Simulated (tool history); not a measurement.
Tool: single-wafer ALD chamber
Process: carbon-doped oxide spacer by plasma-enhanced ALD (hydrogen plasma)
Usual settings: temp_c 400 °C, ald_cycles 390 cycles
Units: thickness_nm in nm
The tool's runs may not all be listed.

| run | hour | temp_c | ald_cycles | wafers since the last listed run | hours since the last thermocouple change | hours since the gauge calibration | read-back reference wafer on the same gauge, thickness_nm | thickness_nm |
|---|---|---|---|---|---|---|---|---|
| 1 | 0 | 400 | 390 | 0 | 1763.7 | 88.6 | 17.001 | 21.081 |
| 2 | 15.4 | 400 | 390 | 19 | 1779.1 | 104 | 17.017 | 21.072 |
| 3 | 25.8 | 400 | 390 | 13 | 1789.5 | 114.4 | 17.006 | 21.075 |
| 4 | 36.3 | 408 | 365 | 13 | 1800 | 124.9 | 17.017 | 19.278 |
| 5 | 51.2 | 408 | 365 | 19 | 1814.9 | 139.8 | 16.986 | 19.347 |
| 6 | 65.2 | 400 | 390 | 18 | 1828.9 | 153.8 | 17.004 | 21.087 |
| 7 | 79.7 | 404 | 418 | 18 | 1843.4 | 168.3 | 17.009 | 22.308 |
| 8 | 97.7 | 400 | 368 | 23 | 1861.4 | 186.3 | 17.005 | 19.897 |
| 9 | 113 | 400 | 368 | 19 | 1876.7 | 201.6 | 17.002 | 19.869 |
| 10 | 123.1 | 400 | 368 | 13 | 1886.8 | 211.7 | 16.999 | 19.902 |
|  | 132.9 | thermocouple changed; heater temperature recalibrated |
| 11 | 135.4 | 393 | 390 | 5 | 2.5 | 224 | 17.001 | 21.089 |
| 12 | 142.9 | 400 | 390 | 9 | 10 | 231.5 | 17.016 | 21.052 |
| 13 | 157.9 | 400 | 390 | 19 | 25 | 246.5 | 17 | 21.004 |
| 14 | 164.7 | 400 | 390 | 8 | 31.8 | 253.3 | 16.995 | 21.031 |
| 15 | 179.4 | 395 | 390 | 18 | 46.5 | 268 | 16.99 | 21.036 |
| 16 | 194.5 | 395 | 390 | 19 | 61.6 | 283.1 | 16.984 | 21.007 |
| 17 | 204.5 | 395 | 390 | 12 | 71.6 | 293.1 | 16.995 | 21.014 |
| 18 | 220.4 | 388 | 434 | 20 | 87.5 | 309 | 16.991 | 23.545 |
| 19 | 237.1 | 400 | 370 | 21 | 104.2 | 325.7 | 17.006 | 19.93 |
| 20 | 245.5 | 391 | 343 | 10 | 112.6 | 334.1 | 17.015 | 18.42 |
| 21 | 261 | 400 | 390 | 20 | 128.1 | 349.6 | 16.997 | 21.027 |
| 22 | 272.1 | 400 | 390 | 14 | 139.2 | 360.7 | 17.003 | 20.915 |
| 23 | 279.6 | 395 | 390 | 9 | 146.7 | 368.2 | 16.981 | 21.036 |
|  | 280.4 | gauge calibrated |
| 24 | 290.6 | 404 | 365 | 14 | 157.7 | 10.2 | 17.008 | 19.494 |
| 25 | 300.7 | 400 | 433 | 13 | 167.8 | 20.3 | 17 | 23.356 |
| 26 | 314.9 | 400 | 390 | 18 | 182 | 34.5 | 16.998 | 21.072 |
| 27 | 332 | 407 | 424 | 22 | 199.1 | 51.6 | 17.002 | 22.446 |
| 28 | 342 | 408 | 325 | 12 | 209.1 | 61.6 | 17.001 | 17.15 |
| 29 | 355.1 | 413 | 390 | 16 | 222.2 | 74.7 | 17.004 | 20.347 |
| 30 | 364.2 | 407 | 434 | 11 | 231.3 | 83.8 | 17.018 | 22.939 |
| 31 | 373.9 | 408 | 390 | 12 | 241 | 93.5 | 17.003 | 20.482 |
| 32 | 384.1 | 400 | 390 | 13 | 251.2 | 103.7 | 16.996 | 20.993 |
| 33 | 401.3 | 400 | 343 | 22 | 268.4 | 120.9 | 17 | 18.495 |
| 34 | 410.2 | 405 | 451 | 11 | 277.3 | 129.8 | 16.999 | 23.95 |
| 35 | 423.5 | 407 | 434 | 17 | 290.6 | 143.1 | 16.996 | 22.989 |

What the log doesn't show, run by run:
wafer temperature above the value expected at the setpoint (K): 0 in every run
gauge reads high (%): 0 in every run
